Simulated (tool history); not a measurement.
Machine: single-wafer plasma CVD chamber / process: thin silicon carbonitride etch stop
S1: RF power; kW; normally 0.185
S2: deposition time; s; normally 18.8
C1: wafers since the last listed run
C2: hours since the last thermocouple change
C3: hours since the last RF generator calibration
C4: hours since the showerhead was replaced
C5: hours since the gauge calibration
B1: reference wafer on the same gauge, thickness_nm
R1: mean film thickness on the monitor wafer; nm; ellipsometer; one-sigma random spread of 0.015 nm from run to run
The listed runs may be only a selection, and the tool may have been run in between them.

| run | hour | S1 | S2 | C1 | C2 | C3 | C4 | C5 | B1 | R1 |
|---|---|---|---|---|---|---|---|---|---|---|
| 1 | 0 | 0.205 | 18.8 | 0 | 2250.7 | 143.1 | 1872 | 428.6 | 8.998 | 10.362 |
| 2 | 15.5 | 0.205 | 18.8 | 205 | 2266.2 | 158.6 | 1887.5 | 444.1 | 9.001 | 10.35 |
| 3 | 35.5 | 0.17 | 21.8 | 265 | 2286.2 | 178.6 | 1907.5 | 464.1 | 8.996 | 11.294 |
| 4 | 57.5 | 0.17 | 21.8 | 292 | 2308.2 | 200.6 | 1929.5 | 486.1 | 8.999 | 11.277 |
| 5 | 78 | 0.185 | 16.7 | 272 | 2328.7 | 221.1 | 1950 | 506.6 | 8.997 | 8.868 |
| 6 | 100.1 | 0.185 | 16.7 | 293 | 2350.8 | 243.2 | 1972.1 | 528.7 | 8.997 | 8.866 |
| 7 | 123.7 | 0.185 | 18.8 | 313 | 2374.4 | 266.8 | 1995.7 | 552.3 | 8.996 | 9.958 |
| 8 | 143.7 | 0.185 | 18.8 | 265 | 2394.4 | 286.8 | 2015.7 | 572.3 | 9 | 9.944 |
| 9 | 157.9 | 0.185 | 16.8 | 188 | 2408.6 | 301 | 2029.9 | 586.5 | 9.001 | 8.89 |
| 10 | 180.1 | 0.185 | 16.8 | 294 | 2430.8 | 323.2 | 2052.1 | 608.7 | 8.999 | 8.916 |
| 11 | 211.7 | 0.185 | 16.8 | 419 | 2462.4 | 354.8 | 2083.7 | 640.3 | 9.002 | 8.88 |
| 12 | 240.6 | 0.15 | 22.5 | 383 | 2491.3 | 383.7 | 2112.6 | 669.2 | 8.999 | 11.033 |
|  | 269 | thermocouple changed; heater temperature recalibrated |
| 13 | 269.5 | 0.185 | 18.8 | 277 | 0.5 | 412.6 | 2141.5 | 698.1 | 9.002 | 9.928 |
| 14 | 294.6 | 0.17 | 20.5 | 333 | 25.6 | 437.7 | 2166.6 | 723.2 | 8.998 | 10.492 |
| 15 | 320.3 | 0.165 | 18.8 | 341 | 51.3 | 463.4 | 2192.3 | 748.9 | 8.998 | 9.535 |
| 16 | 342.4 | 0.215 | 15.5 | 293 | 73.4 | 485.5 | 2214.4 | 771 | 9.003 | 8.62 |
| 17 | 375.1 | 0.165 | 20.6 | 434 | 106.1 | 518.2 | 2247.1 | 803.7 | 9.002 | 10.481 |
|  | 391.6 | gauge calibrated |
| 18 | 473.6 | 0.17 | 20.2 | 1308 | 204.6 | 616.7 | 2345.6 | 82 | 9.003 | 10.335 |
| 19 | 495.2 | 0.17 | 21.8 | 286 | 226.2 | 638.3 | 2367.2 | 103.6 | 9.003 | 11.172 |
| 20 | 508 | 0.185 | 18.8 | 170 | 239 | 651.1 | 2380 | 116.4 | 8.996 | 9.894 |
| 21 | 540.2 | 0.205 | 21.5 | 427 | 271.2 | 683.3 | 2412.2 | 148.6 | 9 | 11.707 |
| 22 | 556.7 | 0.185 | 18.8 | 219 | 287.7 | 699.8 | 2428.7 | 165.1 | 9.002 | 9.917 |
| 23 | 573.3 | 0.215 | 20.7 | 220 | 304.3 | 716.4 | 2445.3 | 181.7 | 9 | 11.485 |
| 24 | 591.7 | 0.155 | 18.8 | 244 | 322.7 | 734.8 | 2463.7 | 200.1 | 8.999 | 9.324 |
|  | 616.6 | showerhead replaced |
| 25 | 623.4 | 0.21 | 16.6 | 314 | 354.4 | 766.5 | 6.8 | 231.8 | 9.001 | 9.114 |
|  | 635.4 | RF generator calibrated |
| 26 | 635.9 | 0.155 | 22.2 | 59 | 366.9 | 0.5 | 19.3 | 244.3 | 8.998 | 11.228 |
| 27 | 667.4 | 0.17 | 20.5 | 418 | 398.4 | 32 | 50.8 | 275.8 | 9.001 | 10.692 |
| 28 | 733.4 | 0.22 | 18.8 | 876 | 464.4 | 98 | 116.8 | 341.8 | 9.001 | 10.676 |
| 29 | 761.2 | 0.155 | 16.9 | 369 | 492.2 | 125.8 | 144.6 | 369.6 | 9 | 8.469 |
| 30 | 788.8 | 0.215 | 18.8 | 366 | 519.8 | 153.4 | 172.2 | 397.2 | 8.999 | 10.542 |
| 31 | 819.8 | 0.175 | 20.9 | 411 | 550.8 | 184.4 | 203.2 | 428.2 | 8.999 | 10.926 |
| 32 | 845.5 | 0.165 | 22 | 341 | 576.5 | 210.1 | 228.9 | 453.9 | 8.997 | 11.212 |
| 33 | 873.4 | 0.2 | 16.9 | 370 | 604.4 | 238 | 256.8 | 481.8 | 9.002 | 9.204 |
| 34 | 891.2 | 0.175 | 18.8 | 236 | 622.2 | 255.8 | 274.6 | 499.6 | 9.001 | 9.785 |
| 35 | 925.2 | 0.16 | 16.4 | 451 | 656.2 | 289.8 | 308.6 | 533.6 | 8.999 | 8.249 |

Alternative continuations, all from the tool just after run 35; predict every row:
| A | 925.6 | 0.21 | 18.8 | 5 | 656.6 | 290.2 | 309 | 534 | ? | ? |
| B | 925.6 | 0.155 | 20.5 | 5 | 656.6 | 290.2 | 309 | 534 | ? | ? |
| C | 925.6 | 0.17 | 16.1 | 5 | 656.6 | 290.2 | 309 | 534 | ? | ? |
| D | 925.6 | 0.2 | 18.8 | 5 | 656.6 | 290.2 | 309 | 534 | ? | ? |
| E | 925.6 | 0.175 | 17.7 | 5 | 656.6 | 290.2 | 309 | 534 | ? | ? |

| run | B1 | R1 |
|---|---|---|
| A | 9.002 | 10.398 |
| B | 9.002 | 10.202 |
| C | 9.002 | 8.278 |
| D | 9.002 | 10.226 |
| E | 9.002 | 9.194 |
Had the tool no hidden state, the same runs would have come out as:
| run | R1 |
|---|---|
| A | 10.561 |
| B | 10.362 |
| C | 8.408 |
| D | 10.387 |
| E | 9.338 |

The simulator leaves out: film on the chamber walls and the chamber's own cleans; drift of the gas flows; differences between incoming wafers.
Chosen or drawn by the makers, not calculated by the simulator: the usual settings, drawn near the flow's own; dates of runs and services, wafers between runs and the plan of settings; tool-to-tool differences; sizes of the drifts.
